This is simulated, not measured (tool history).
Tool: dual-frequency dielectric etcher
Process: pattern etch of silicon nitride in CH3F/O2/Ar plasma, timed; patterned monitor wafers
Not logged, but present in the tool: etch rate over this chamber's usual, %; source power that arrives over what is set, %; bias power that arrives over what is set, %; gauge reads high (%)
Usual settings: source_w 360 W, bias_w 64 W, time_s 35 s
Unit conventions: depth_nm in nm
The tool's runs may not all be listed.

run    hour  source_w  bias_w  time_s  wafers since the last listed run  hours since the last wet clean  hours since the last source power generator calibration  hours since the last bias power generator calibration  hours since the last upper electrode change  hours since the gauge calibration  read-back reference wafer on the same gauge, depth_nm  depth_nm
  1       0       360      64    29.5                                 0                             3.3                                                   2200.3                                                 1217.7                                       5436.4                              437.2                                                  23.62     18.77
  2    43.2       360      64    29.5                               382                            46.5                                                   2243.5                                                 1260.9                                       5479.6                              480.4                                                  23.61     18.82
  3   107.9       360      64      35                               572                           111.2                                                   2308.2                                                 1325.6                                       5544.3                              545.1                                                  23.59     22.33
  4   162.3       360      64      35                               481                           165.6                                                   2362.6                                                   1380                                       5598.7                              599.5                                                  23.61     22.43
      194.6  -- gauge calibrated
  5   227.9       360      64      35                               580                           231.2                                                   2428.2                                                 1445.6                                       5664.3                               33.3                                                  23.59     22.41
  6   334.8       360      57      35                               946                           338.1                                                   2535.1                                                 1552.5                                       5771.2                              140.2                                                  23.57     21.58
  7     380       360      57      35                               400                           383.3                                                   2580.3                                                 1597.7                                       5816.4                              185.4                                                  23.58     21.62
      404.5  -- wet clean of the chamber
  8   434.4       360      64      35                               269                            29.9                                                   2634.7                                                 1652.1                                       5870.8                              239.8                                                  23.57     22.29
  9   498.4       340      77      35                               566                            93.9                                                   2698.7                                                 1716.1                                       5934.8                              303.8                                                  23.58     23.42
      554.6  -- bias power generator calibrated
 10   579.7       440      64    38.5                               684                           175.2                                                     2780                                                   25.1                                       6016.1                              385.1                                                  23.61     26.61
      619.2  -- upper electrode replaced
      631.6  -- source power generator calibrated
 11   643.2       300      49      35                               314                           238.7                                                     11.6                                                   88.6                                           24                              448.6                                                   23.6     18.48
        684  -- gauge calibrated
 12   715.4       310      76      43                               639                           310.9                                                     83.8                                                  160.8                                         96.2                               31.4                                                   23.6     27.42
 13   751.6       410      64      35                               320                           347.1                                                      120                                                    197                                        132.4                               67.6                                                  23.58     23.68
        805  -- wet clean of the chamber
 14   824.4       440      64    38.5                               431                            19.4                                                    192.8                                                  269.8                                        205.2                              140.4                                                   23.6     26.58
 15   909.1       420      54      35                               749                           104.1                                                    277.5                                                  354.5                                        289.9                              225.1                                                   23.6     22.26
 16   960.8       360      79      26                               457                           155.8                                                    329.2                                                  406.2                                        341.6                              276.8                                                  23.59     17.93
 17  1006.3       290      75    44.5                               402                           201.3                                                    374.7                                                  451.7                                        387.1                              322.3                                                   23.6     27.34

Results per run with the tool's hidden condition removed, run-to-run variation unchanged:
run  depth_nm
  1     18.41
  2     18.43
  3      21.8
  4     21.86
  5     21.78
  6      20.9
  7      20.9
  8     21.85
  9     22.89
 10     26.33
 11     18.21
 12     26.87
 13     23.16
 14     26.29
 15     21.92
 16     17.58
 17     26.74
